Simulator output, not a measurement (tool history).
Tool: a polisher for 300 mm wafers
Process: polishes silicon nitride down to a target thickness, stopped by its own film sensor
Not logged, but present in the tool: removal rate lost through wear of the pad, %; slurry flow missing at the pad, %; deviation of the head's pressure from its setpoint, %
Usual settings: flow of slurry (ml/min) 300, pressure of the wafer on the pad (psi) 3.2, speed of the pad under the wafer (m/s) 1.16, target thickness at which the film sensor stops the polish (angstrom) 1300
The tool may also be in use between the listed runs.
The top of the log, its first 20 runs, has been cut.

run,hour,flow of slurry (ml/min),pressure of the wafer on the pad (psi),speed of the pad under the wafer (m/s),target thickness at which the film sensor stops the polish (angstrom),wafers since the last listed run,wafers polished on this pad,hours since the slurry nozzle was cleaned,hours since the head pressure was calibrated,"incoming thickness of the incoming film, nm",time until the film sensor stopped the polish (s)
21,256.0,230,4.1,1.16,1300,104,1034,203.9,64.8,226.0,56.0
22,267.7,300,3.2,0.86,1300,93,1128,215.6,76.5,230.9,80.0
# hour 272.5: worn pad replaced by a new one
23,279.9,300,4.2,1.16,1550,65,59,227.8,88.7,232.2,41.1
24,288.6,265,3.2,1.16,1300,69,128,236.5,97.4,230.9,63.8
25,297.9,345,2.5,1.36,1000,74,203,245.8,106.7,233.5,88.4
26,308.3,270,3.2,1.16,1300,83,286,256.2,117.1,230.5,66.7
27,316.6,300,3.2,1.28,1190,66,352,264.5,125.4,230.1,67.3
28,323.5,300,3.2,0.88,1300,55,407,271.4,132.3,226.4,69.3
29,372.6,300,3.2,1.16,1300,392,800,320.5,181.4,230.6,66.0
30,388.6,390,4.0,0.88,960,127,928,336.5,197.4,233.0,84.4
31,406.5,355,3.2,1.16,1300,143,1071,354.4,215.3,230.8,64.5
# hour 419.7: worn pad replaced by a new one
32,420.5,300,3.2,0.92,1300,79,6,368.4,229.3,227.9,67.6
33,445.9,300,4.0,1.16,1300,203,209,393.8,254.7,225.5,52.4
34,452.0,375,3.2,1.04,1300,48,258,399.9,260.8,231.3,64.6
35,462.1,400,3.2,1.16,1300,80,339,410.0,270.9,231.9,62.8
36,471.5,300,3.2,0.98,1120,75,414,419.4,280.3,227.3,78.8

Forecast each of these 5 alternatives for the next run:
A,471.9,300,3.2,1.16,1300,3,417,419.8,280.7,229.8,?
B,471.9,300,3.2,0.88,1590,3,417,419.8,280.7,229.8,?
C,471.9,245,3.2,1.16,1490,3,417,419.8,280.7,229.8,?
D,471.9,300,3.2,1.36,1080,3,417,419.8,280.7,229.8,?
E,471.9,300,3.2,1.16,1510,3,417,419.8,280.7,229.8,?

run,time until the film sensor stopped the polish (s)
A,65.9
B,53.1
C,55.2
D,74.3
E,52.1
Take away the tool's hidden state, keep each run's random variation, and the runs would have read:
run,time until the film sensor stopped the polish (s)
A,64.4
B,51.9
C,53.9
D,72.6
E,50.8
